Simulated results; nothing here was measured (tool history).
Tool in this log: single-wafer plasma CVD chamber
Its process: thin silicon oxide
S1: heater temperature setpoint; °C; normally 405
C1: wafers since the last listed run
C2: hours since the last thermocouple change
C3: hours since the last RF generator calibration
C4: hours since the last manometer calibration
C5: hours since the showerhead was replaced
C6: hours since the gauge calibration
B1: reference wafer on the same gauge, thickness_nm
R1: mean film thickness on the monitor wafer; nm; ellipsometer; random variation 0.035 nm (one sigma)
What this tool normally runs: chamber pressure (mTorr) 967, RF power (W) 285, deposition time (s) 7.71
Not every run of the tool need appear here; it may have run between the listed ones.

{"run": 1, "day": 0.0, "S1": 405, "chamber pressure (mTorr)": 967, "RF power (W)": 285, "deposition time (s)": 7.71, "C1": 0, "C2": 3149.5, "C3": 2594.3, "C4": 2554.3, "C5": 5143.3, "C6": 239.0, "B1": 19.294, "R1": 16.404}
{"run": 2, "day": 0.308, "S1": 405, "chamber pressure (mTorr)": 967, "RF power (W)": 285, "deposition time (s)": 7.71, "C1": 213, "C2": 3156.9, "C3": 2601.7, "C4": 2561.7, "C5": 5150.7, "C6": 246.4, "B1": 19.303, "R1": 16.376}
{"run": 3, "day": 1.0, "S1": 405, "chamber pressure (mTorr)": 967, "RF power (W)": 285, "deposition time (s)": 7.71, "C1": 478, "C2": 3173.5, "C3": 2618.3, "C4": 2578.3, "C5": 5167.3, "C6": 263.0, "B1": 19.298, "R1": 16.371}
{"run": 4, "day": 1.667, "S1": 405, "chamber pressure (mTorr)": 967, "RF power (W)": 285, "deposition time (s)": 7.71, "C1": 461, "C2": 3189.5, "C3": 2634.3, "C4": 2594.3, "C5": 5183.3, "C6": 279.0, "B1": 19.306, "R1": 16.346}
{"run": 5, "day": 2.029, "S1": 405, "chamber pressure (mTorr)": 967, "RF power (W)": 285, "deposition time (s)": 7.71, "C1": 251, "C2": 3198.2, "C3": 2643.0, "C4": 2603.0, "C5": 5192.0, "C6": 287.7, "B1": 19.297, "R1": 16.368}
{"day": 2.754, "done": "capacitance manometer re-zeroed and calibrated"}
{"run": 6, "day": 2.775, "S1": 405, "chamber pressure (mTorr)": 967, "RF power (W)": 285, "deposition time (s)": 7.71, "C1": 285, "C2": 3216.1, "C3": 2660.9, "C4": 0.5, "C5": 5209.9, "C6": 305.6, "B1": 19.294, "R1": 17.194}
{"run": 7, "day": 2.896, "S1": 405, "chamber pressure (mTorr)": 967, "RF power (W)": 285, "deposition time (s)": 7.71, "C1": 83, "C2": 3219.0, "C3": 2663.8, "C4": 3.4, "C5": 5212.8, "C6": 308.5, "B1": 19.3, "R1": 17.264}
{"run": 8, "day": 3.6, "S1": 405, "chamber pressure (mTorr)": 967, "RF power (W)": 285, "deposition time (s)": 7.71, "C1": 487, "C2": 3235.9, "C3": 2680.7, "C4": 20.3, "C5": 5229.7, "C6": 325.4, "B1": 19.288, "R1": 17.14}
{"day": 4.5, "done": "thermocouple changed; heater temperature recalibrated"}
{"run": 9, "day": 4.521, "S1": 405, "chamber pressure (mTorr)": 967, "RF power (W)": 285, "deposition time (s)": 7.71, "C1": 406, "C2": 0.5, "C3": 2702.8, "C4": 42.4, "C5": 5251.8, "C6": 347.5, "B1": 19.294, "R1": 17.271}
{"run": 10, "day": 4.883, "S1": 396, "chamber pressure (mTorr)": 817, "RF power (W)": 240, "deposition time (s)": 8.41, "C1": 251, "C2": 9.2, "C3": 2711.5, "C4": 51.1, "C5": 5260.5, "C6": 356.2, "B1": 19.297, "R1": 15.491}
{"run": 11, "day": 5.458, "S1": 395, "chamber pressure (mTorr)": 1124, "RF power (W)": 285, "deposition time (s)": 7.71, "C1": 398, "C2": 23.0, "C3": 2725.3, "C4": 64.9, "C5": 5274.3, "C6": 370.0, "B1": 19.297, "R1": 18.758}
{"day": 6.642, "done": "gauge calibrated"}
{"run": 12, "day": 6.708, "S1": 405, "chamber pressure (mTorr)": 967, "RF power (W)": 270, "deposition time (s)": 8.95, "C1": 865, "C2": 53.0, "C3": 2755.3, "C4": 94.9, "C5": 5304.3, "C6": 1.6, "B1": 19.303, "R1": 19.453}
{"run": 13, "day": 7.383, "S1": 411, "chamber pressure (mTorr)": 967, "RF power (W)": 285, "deposition time (s)": 7.71, "C1": 467, "C2": 69.2, "C3": 2771.5, "C4": 111.1, "C5": 5320.5, "C6": 17.8, "B1": 19.302, "R1": 17.095}
{"run": 14, "day": 7.65, "S1": 414, "chamber pressure (mTorr)": 1114, "RF power (W)": 250, "deposition time (s)": 7.71, "C1": 184, "C2": 75.6, "C3": 2777.9, "C4": 117.5, "C5": 5326.9, "C6": 24.2, "B1": 19.3, "R1": 17.203}
{"run": 15, "day": 7.983, "S1": 395, "chamber pressure (mTorr)": 1165, "RF power (W)": 285, "deposition time (s)": 7.71, "C1": 230, "C2": 83.6, "C3": 2785.9, "C4": 125.5, "C5": 5334.9, "C6": 32.2, "B1": 19.294, "R1": 19.098}
{"day": 8.542, "done": "RF generator calibrated"}
{"day": 8.792, "done": "showerhead replaced"}
{"run": 16, "day": 8.812, "S1": 405, "chamber pressure (mTorr)": 1208, "RF power (W)": 340, "deposition time (s)": 7.71, "C1": 170, "C2": 103.5, "C3": 6.5, "C4": 145.4, "C5": 0.5, "C6": 52.1, "B1": 19.293, "R1": 21.17}
{"run": 17, "day": 9.104, "S1": 405, "chamber pressure (mTorr)": 967, "RF power (W)": 285, "deposition time (s)": 7.71, "C1": 201, "C2": 110.5, "C3": 13.5, "C4": 152.4, "C5": 7.5, "C6": 59.1, "B1": 19.303, "R1": 17.191}
{"run": 18, "day": 9.392, "S1": 399, "chamber pressure (mTorr)": 802, "RF power (W)": 285, "deposition time (s)": 7.71, "C1": 199, "C2": 117.4, "C3": 20.4, "C4": 159.3, "C5": 14.4, "C6": 66.0, "B1": 19.3, "R1": 15.405}
{"run": 19, "day": 9.871, "S1": 405, "chamber pressure (mTorr)": 967, "RF power (W)": 250, "deposition time (s)": 8.33, "C1": 331, "C2": 128.9, "C3": 31.9, "C4": 170.8, "C5": 25.9, "C6": 77.5, "B1": 19.304, "R1": 17.312}
{"run": 20, "day": 10.375, "S1": 405, "chamber pressure (mTorr)": 967, "RF power (W)": 285, "deposition time (s)": 7.71, "C1": 349, "C2": 141.0, "C3": 44.0, "C4": 182.9, "C5": 38.0, "C6": 89.6, "B1": 19.299, "R1": 17.257}
{"run": 21, "day": 10.717, "S1": 405, "chamber pressure (mTorr)": 967, "RF power (W)": 285, "deposition time (s)": 7.71, "C1": 236, "C2": 149.2, "C3": 52.2, "C4": 191.1, "C5": 46.2, "C6": 97.8, "B1": 19.3, "R1": 17.197}
{"run": 22, "day": 11.138, "S1": 410, "chamber pressure (mTorr)": 967, "RF power (W)": 285, "deposition time (s)": 7.71, "C1": 291, "C2": 159.3, "C3": 62.3, "C4": 201.2, "C5": 56.3, "C6": 107.9, "B1": 19.298, "R1": 17.137}
{"run": 23, "day": 11.542, "S1": 401, "chamber pressure (mTorr)": 967, "RF power (W)": 320, "deposition time (s)": 7.71, "C1": 279, "C2": 169.0, "C3": 72.0, "C4": 210.9, "C5": 66.0, "C6": 117.6, "B1": 19.302, "R1": 18.2}
{"run": 24, "day": 12.025, "S1": 405, "chamber pressure (mTorr)": 967, "RF power (W)": 285, "deposition time (s)": 7.71, "C1": 334, "C2": 180.6, "C3": 83.6, "C4": 222.5, "C5": 77.6, "C6": 129.2, "B1": 19.296, "R1": 17.23}
{"run": 25, "day": 12.746, "S1": 405, "chamber pressure (mTorr)": 844, "RF power (W)": 285, "deposition time (s)": 7.71, "C1": 499, "C2": 197.9, "C3": 100.9, "C4": 239.8, "C5": 94.9, "C6": 146.5, "B1": 19.293, "R1": 15.831}
{"run": 26, "day": 13.279, "S1": 392, "chamber pressure (mTorr)": 810, "RF power (W)": 245, "deposition time (s)": 6.46, "C1": 369, "C2": 210.7, "C3": 113.7, "C4": 252.6, "C5": 107.7, "C6": 159.3, "B1": 19.297, "R1": 12.018}

Expected results for the next run?
{"run": 27, "day": 13.608, "S1": 418, "chamber pressure (mTorr)": 967, "RF power (W)": 285, "deposition time (s)": 6.9, "C1": 227, "C2": 218.6, "C3": 121.6, "C4": 260.5, "C5": 115.6, "C6": 167.2, "B1": "?", "R1": "?"}

B1: 19.300
R1: 15.293 nm
Without the tool's hidden state the same run would have given R1 15.404 nm.

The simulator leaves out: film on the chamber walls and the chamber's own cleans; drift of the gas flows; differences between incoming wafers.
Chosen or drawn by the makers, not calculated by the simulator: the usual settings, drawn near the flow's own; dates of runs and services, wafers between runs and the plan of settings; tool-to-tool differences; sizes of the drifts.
